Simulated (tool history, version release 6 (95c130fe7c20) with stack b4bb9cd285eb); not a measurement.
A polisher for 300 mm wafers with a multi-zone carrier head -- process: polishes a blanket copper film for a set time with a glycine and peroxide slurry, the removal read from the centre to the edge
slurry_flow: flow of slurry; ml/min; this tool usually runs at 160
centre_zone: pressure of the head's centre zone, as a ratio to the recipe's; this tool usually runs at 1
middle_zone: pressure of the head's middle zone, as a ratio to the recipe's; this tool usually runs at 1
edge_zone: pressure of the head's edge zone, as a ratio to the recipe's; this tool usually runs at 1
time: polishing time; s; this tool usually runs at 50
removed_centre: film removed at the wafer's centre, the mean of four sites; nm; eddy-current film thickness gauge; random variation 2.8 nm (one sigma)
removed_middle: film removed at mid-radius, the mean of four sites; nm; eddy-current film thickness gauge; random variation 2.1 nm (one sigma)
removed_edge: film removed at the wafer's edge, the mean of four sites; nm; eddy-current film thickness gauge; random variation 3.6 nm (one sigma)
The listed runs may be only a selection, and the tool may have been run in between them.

run    hour  slurry_flow  centre_zone  middle_zone  edge_zone  time  wafers since the last listed run  wafers polished on this pad  hours since the slurry nozzle was cleaned  hours since the centre zone pressure was calibrated  hours since the edge zone pressure was calibrated  hours since the carrier head's membrane was replaced  incoming thickness of the incoming film, nm  removed_centre  removed_middle  removed_edge
  1       0          160            1            1          1    50                                 0                         2966                                       93.3                                                 51.5                                               84.7                                                 279.5                                         1172           284.5             284         291.7
  2      84          160            1         0.97          1    50                              1182                         4148                                      177.3                                                135.5                                              168.7                                                 363.5                                       1161.9           283.7           275.9         290.6
      137.1  -- worn pad replaced by a new one
  3   169.6          160            1         0.97          1    50                              1148                          456                                      262.9                                                221.1                                              254.3                                                 449.1                                       1179.2           273.6           272.5           291
  4   220.4          160            1         0.97          1    50                               714                         1171                                      313.7                                                271.9                                              305.1                                                 499.9                                       1169.9           279.4           274.2         283.8
      273.9  -- slurry nozzle cleaned
  5   303.4          160            1            1          1    50                              1153                         2325                                       29.5                                                354.9                                              388.1                                                 582.9                                         1165           288.3           284.1         289.7
  6   359.7          160            1            1          1    50                               792                         3117                                       85.8                                                411.2                                              444.4                                                 639.2                                       1188.1           283.1           284.9         294.2
  7   403.7          160         0.92            1          1    50                               619                         3737                                      129.8                                                455.2                                              488.4                                                 683.2                                       1171.8           261.2           286.4         285.7
      409.6  -- carrier head's membrane replaced by a new one
      444.1  -- edge zone pressure recalibrated
  8   455.2          160         0.92            1          1    50                               626                         4363                                      181.3                                                506.7                                               11.1                                                  45.6                                       1172.7           267.1           283.6         290.1
  9   524.2          160         0.91            1          1    50                               971                         5334                                      250.3                                                575.7                                               80.1                                                 114.6                                       1164.7           262.7           279.6         287.1
      564.2  -- worn pad replaced by a new one
      567.5  -- centre zone pressure recalibrated
 10   603.4          135         0.94            1       1.05    62                              1030                          523                                      329.5                                                 35.9                                              159.3                                                 193.8                                       1159.9           316.4           330.5         345.3
 11   665.1          160            1         0.93          1    50                               868                         1392                                      391.2                                                 97.6                                                221                                                 255.5                                       1172.2           269.7           263.4         280.4
      691.7  -- slurry nozzle cleaned
 12     714          160          0.9            1          1    66                               674                         2066                                       22.3                                                146.5                                              269.9                                                 304.4                                       1165.7             353           375.7         378.4
      871.1  -- edge zone pressure recalibrated
 13     892          160            1            1          1    50                              2476                         4543                                      200.3                                                324.5                                               20.9                                                 482.4                                       1157.8           287.2             284         293.6
 14   951.9          160            1            1          1    50                               842                         5386                                      260.2                                                384.4                                               80.8                                                 542.3                                       1166.9           281.4           278.7         283.4
      971.8  -- worn pad replaced by a new one
      980.3  -- carrier head's membrane replaced by a new one
 15  1033.4          160         1.11            1       1.12    39                              1020                          796                                      341.7                                                465.9                                              162.3                                                  53.1                                       1172.5           232.3             217           234
     1059.6  -- slurry nozzle cleaned
       1098  -- centre zone pressure recalibrated
 16  1112.8          160            1         0.97          1    50                              1075                         1871                                       53.2                                                 14.8                                              241.7                                                 132.5                                       1176.1           286.5           281.6         286.5
 17  1170.7          125         1.04            1          1    44                               814                         2686                                      111.1                                                 72.7                                              299.6                                                 190.4                                       1162.7           246.1           239.8         244.8
 18  1227.1          205         0.95            1          1    63                               793                         3480                                      167.5                                                129.1                                                356                                                 246.8                                       1156.9           361.7           373.2         374.9
 19  1279.9          180            1            1       0.95    36                               743                         4223                                      220.3                                                181.9                                              408.8                                                 299.6                                       1176.3           207.4           204.8         207.7
     1347.9  -- edge zone pressure recalibrated
 20  1349.1          190         0.92            1       1.12    56                               945                         5169                                      289.5                                                251.1                                                1.2                                                 368.8                                       1175.2           307.1           324.7         334.3
       1392  -- worn pad replaced by a new one
 21    1403          175            1            1          1    50                               702                          155                                      343.4                                                  305                                               55.1                                                 422.7                                       1170.2           284.1           281.6         291.9
     1440.5  -- slurry nozzle cleaned
 22  1474.8          160         0.89            1          1    50                               996                         1151                                       34.3                                                376.8                                              126.9                                                 494.5                                       1153.6           258.5           289.2         288.4

4 options for the next run, each taken on its own from the tool as it stands now. Forecast them:
  A  1475.2          160            1            1       1.12    50                                 5                         1157                                       34.7                                                377.2                                              127.3                                                 494.9                                         1180               ?               ?             ?
  B  1475.2          160         1.04            1       0.96    50                                 5                         1157                                       34.7                                                377.2                                              127.3                                                 494.9                                         1180               ?               ?             ?
  C  1475.2          160          1.1            1       0.91    50                                 5                         1157                                       34.7                                                377.2                                              127.3                                                 494.9                                         1180               ?               ?             ?
  D  1475.2          160         0.91          0.9       1.05    50                                 5                         1157                                       34.7                                                377.2                                              127.3                                                 494.9                                         1180               ?               ?             ?

run  removed_centre  removed_middle  removed_edge
  A           282.4           287.7         303.5
  B           290.8           287.7         281.4
  C           303.3           287.7         274.4
  D           263.5           263.6         294.2
What these runs would have given with no unlogged condition in the tool:
run  removed_centre  removed_middle  removed_edge
  A           284.4           289.5         304.9
  B           292.8           289.5         282.6
  C           305.4           289.4         275.6
  D           265.3           265.2         295.5

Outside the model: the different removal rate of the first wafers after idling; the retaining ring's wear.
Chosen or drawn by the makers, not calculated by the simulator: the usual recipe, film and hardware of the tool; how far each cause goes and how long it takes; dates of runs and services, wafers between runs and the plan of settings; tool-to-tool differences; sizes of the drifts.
